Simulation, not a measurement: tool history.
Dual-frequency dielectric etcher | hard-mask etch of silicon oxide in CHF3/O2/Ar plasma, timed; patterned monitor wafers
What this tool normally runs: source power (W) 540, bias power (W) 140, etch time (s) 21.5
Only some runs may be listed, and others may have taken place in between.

run,day,source power (W),bias power (W),etch time (s),"read-back reference wafer on the same gauge, depth_nm",mean etch depth across the wafer (angstrom)
1,0.000,540,140,21.5,29.71,341.0
2,0.600,540,140,21.5,29.72,340.8
3,1.538,540,140,21.5,29.64,335.6
4,2.088,540,140,21.5,29.71,336.8
5,3.083,540,140,21.5,29.67,339.4
6,3.850,540,140,21.5,29.69,340.0
# day 4.058: source power generator calibrated
7,4.421,540,140,21.5,29.71,335.0
8,4.942,540,140,21.5,29.74,336.1
# day 6.433: wet clean of the chamber
9,6.454,540,140,21.5,29.67,360.2
# day 6.750: gauge calibrated
10,7.121,650,140,16.5,29.66,290.1
# day 8.508: upper electrode replaced, of another model than before
11,8.529,490,107,19.0,29.68,284.3
12,8.908,540,123,25.5,29.69,407.3
13,9.479,590,149,17.5,29.69,304.4
# day 9.696: bias power generator calibrated
14,10.596,590,149,17.5,29.70,304.3
15,11.354,540,170,27.0,29.65,466.2
16,12.683,450,140,24.0,29.68,363.5

Below are 3 alternative next runs, each starting from the tool's condition after run 16. Predict each:
A,12.700,540,140,19.5,?,?
B,12.700,410,140,21.5,?,?
C,12.700,540,124,25.5,?,?

run,"read-back reference wafer on the same gauge, depth_nm",mean etch depth across the wafer (angstrom)
A,29.62,320.4
B,29.62,312.6
C,29.62,408.1
Take away the tool's hidden state, keep each run's random variation, and the runs would have read:
run,mean etch depth across the wafer (angstrom)
A,322.9
B,314.9
C,411.2
